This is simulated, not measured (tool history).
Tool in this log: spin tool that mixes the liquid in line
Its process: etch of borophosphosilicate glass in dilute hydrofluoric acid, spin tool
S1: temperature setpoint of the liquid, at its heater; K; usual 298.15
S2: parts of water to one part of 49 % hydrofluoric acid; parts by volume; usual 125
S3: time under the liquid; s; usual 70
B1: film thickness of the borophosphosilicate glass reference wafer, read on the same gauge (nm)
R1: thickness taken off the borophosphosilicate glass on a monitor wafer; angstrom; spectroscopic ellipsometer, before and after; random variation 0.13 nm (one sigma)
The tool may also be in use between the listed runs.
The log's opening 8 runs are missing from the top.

run	day	S1	S2	S3	B1	R1
9	12.475	298.15	125	80	130	197.2
10	13.888	298.15	125	70	129.97	173.6
11	15.912	298.15	125	70	130	174.4
# day 17.588: thermometer replaced
12	18.804	300.65	125	90	129.98	245
13	20.796	300.65	125	90	129.98	244.1
14	23.588	298.15	125	70	129.97	174.2
15	25.483	298.15	100	100	129.97	318.2
16	26.542	298.15	65	105	130	530.7
17	28.954	301.15	155	55	129.98	117.5
# day 29.575: hydrofluoric acid flow meter replaced
18	30.333	298.15	160	100	130.01	183.6
19	31.85	298.15	160	100	129.97	184.8
20	33.779	295.65	80	55	129.99	201
21	36.317	298.15	125	70	130	173.6
22	38.071	295.15	95	70	129.96	208.8
23	39.392	301.15	155	55	130.02	118.3
24	42.229	298.15	125	45	130.03	111.3
25	43.446	293.65	90	70	130.04	210.7
26	44.962	298.15	125	70	129.95	174.6
27	47.117	298.15	125	70	129.98	174.9
28	49.162	296.15	175	70	129.99	108.3
29	52.004	300.65	170	110	130.01	208
30	54.738	298.15	125	70	129.96	170.6
31	56.083	300.65	125	60	130.01	161.5
32	57.212	293.65	105	70	129.99	176.3

4 ways to go on from here, each from the tool as it stands after run 32. What would each give?
A	57.229	298.15	125	70	?	?
B	57.229	300.65	125	70	?	?
C	57.229	298.15	125	90	?	?
D	57.229	294.65	75	70	?	?

run	B1	R1
A	129.98	170.8
B	129.98	187.8
C	129.98	219.6
D	129.98	263
With the hidden condition removed and each run's random variation left untouched, the same runs would have given:
run	R1
A	170.8
B	187.8
C	219.6
D	263

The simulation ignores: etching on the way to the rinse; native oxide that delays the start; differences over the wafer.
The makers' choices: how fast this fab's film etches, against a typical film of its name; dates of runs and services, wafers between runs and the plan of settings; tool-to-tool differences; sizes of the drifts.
